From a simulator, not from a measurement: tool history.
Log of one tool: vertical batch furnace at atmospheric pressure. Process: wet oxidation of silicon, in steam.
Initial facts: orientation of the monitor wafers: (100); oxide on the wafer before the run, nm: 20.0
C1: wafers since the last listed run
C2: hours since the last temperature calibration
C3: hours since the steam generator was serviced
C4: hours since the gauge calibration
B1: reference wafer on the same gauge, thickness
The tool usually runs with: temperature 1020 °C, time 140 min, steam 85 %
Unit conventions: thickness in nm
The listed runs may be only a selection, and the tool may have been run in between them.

{"run": 1, "hour": 0.0, "temperature": 1020, "time": 140, "steam": 90, "C1": 0, "C2": 3950.1, "C3": 1481.8, "C4": 49.9, "B1": 863, "thickness": 736.11}
{"run": 2, "hour": 16.9, "temperature": 1020, "time": 140, "steam": 90, "C1": 199, "C2": 3967, "C3": 1498.7, "C4": 66.8, "B1": 861.97, "thickness": 739.63}
{"run": 3, "hour": 31.8, "temperature": 1020, "time": 140, "steam": 85, "C1": 176, "C2": 3981.9, "C3": 1513.6, "C4": 81.7, "B1": 861.93, "thickness": 712.16}
{"run": 4, "hour": 85.6, "temperature": 1020, "time": 140, "steam": 85, "C1": 636, "C2": 4035.7, "C3": 1567.4, "C4": 135.5, "B1": 863.34, "thickness": 715.22}
{"run": 5, "hour": 109.3, "temperature": 1020, "time": 140, "steam": 85, "C1": 280, "C2": 4059.4, "C3": 1591.1, "C4": 159.2, "B1": 861.65, "thickness": 712.88}
{"run": 6, "hour": 134.2, "temperature": 1020, "time": 140, "steam": 85, "C1": 294, "C2": 4084.3, "C3": 1616, "C4": 184.1, "B1": 860.53, "thickness": 707.5}
{"run": 7, "hour": 169.7, "temperature": 1020, "time": 140, "steam": 79, "C1": 420, "C2": 4119.8, "C3": 1651.5, "C4": 219.6, "B1": 861.96, "thickness": 681.92}
{"run": 8, "hour": 197.5, "temperature": 1020, "time": 140, "steam": 79, "C1": 328, "C2": 4147.6, "C3": 1679.3, "C4": 247.4, "B1": 862.71, "thickness": 677.02}
{"run": 9, "hour": 216.2, "temperature": 1020, "time": 140, "steam": 77, "C1": 221, "C2": 4166.3, "C3": 1698, "C4": 266.1, "B1": 861.86, "thickness": 674.89}
{"run": 10, "hour": 247.4, "temperature": 1020, "time": 140, "steam": 77, "C1": 369, "C2": 4197.5, "C3": 1729.2, "C4": 297.3, "B1": 862.08, "thickness": 672.14}
{"run": 11, "hour": 280.7, "temperature": 1039, "time": 89, "steam": 97, "C1": 394, "C2": 4230.8, "C3": 1762.5, "C4": 330.6, "B1": 863.18, "thickness": 649.38}
{"run": 12, "hour": 300.3, "temperature": 1008, "time": 208.5, "steam": 85, "C1": 231, "C2": 4250.4, "C3": 1782.1, "C4": 350.2, "B1": 861.99, "thickness": 848.59}
{"hour": 336.9, "done": "steam generator serviced"}
{"run": 13, "hour": 337.4, "temperature": 1011, "time": 81.5, "steam": 88, "C1": 155, "C2": 4287.5, "C3": 0.5, "C4": 387.3, "B1": 863.32, "thickness": 527.52}
{"run": 14, "hour": 352.1, "temperature": 1038, "time": 192, "steam": 88, "C1": 173, "C2": 4302.2, "C3": 15.2, "C4": 402, "B1": 863.32, "thickness": 1012.44}
{"run": 15, "hour": 380.2, "temperature": 1020, "time": 140, "steam": 85, "C1": 332, "C2": 4330.3, "C3": 43.3, "C4": 430.1, "B1": 861.06, "thickness": 749.83}
{"hour": 386.0, "done": "gauge calibrated"}
{"run": 16, "hour": 407.8, "temperature": 1040, "time": 171, "steam": 75, "C1": 326, "C2": 4357.9, "C3": 70.9, "C4": 21.8, "B1": 863.35, "thickness": 866.84}
{"run": 17, "hour": 423.3, "temperature": 1032, "time": 164.5, "steam": 85, "C1": 183, "C2": 4373.4, "C3": 86.4, "C4": 37.3, "B1": 863.27, "thickness": 876.29}
{"hour": 451.5, "done": "thermocouples replaced and temperature profile calibrated"}
{"run": 18, "hour": 452.0, "temperature": 1020, "time": 140, "steam": 85, "C1": 55, "C2": 0.5, "C3": 115.1, "C4": 66, "B1": 860.6, "thickness": 751.1}
{"run": 19, "hour": 477.4, "temperature": 995, "time": 140, "steam": 93, "C1": 300, "C2": 25.9, "C3": 140.5, "C4": 91.4, "B1": 861.16, "thickness": 685.97}
{"run": 20, "hour": 582.0, "temperature": 1006, "time": 83, "steam": 85, "C1": 1237, "C2": 130.5, "C3": 245.1, "C4": 196, "B1": 862.71, "thickness": 496.94}
{"run": 21, "hour": 594.2, "temperature": 1020, "time": 97, "steam": 78, "C1": 144, "C2": 142.7, "C3": 257.3, "C4": 208.2, "B1": 862.81, "thickness": 563.95}

Measured less the same run without the tool's hidden state. The same run-to-run variation is in both; the gauge's scatter may not be:
Unlogged tool condition in this case: true tube temperature minus thermocouple reading, K; steam share off its setpoint, % of the setpoint; gauge reads high (%).
run=1 thickness=-43.9
run=2 thickness=-44.2
run=3 thickness=-42.81
run=4 thickness=-43.24
run=5 thickness=-43.2
run=6 thickness=-42.96
run=7 thickness=-41.77
run=8 thickness=-41.56
run=9 thickness=-41.58
run=10 thickness=-41.51
run=11 thickness=-39.4
run=12 thickness=-51.84
run=13 thickness=-0.97
run=14 thickness=-2.98
run=15 thickness=-4.22
run=16 thickness=-6.67
run=17 thickness=-7.89
run=18 thickness=-8.7
run=19 thickness=-9.7
run=20 thickness=-11.08
run=21 thickness=-12.56
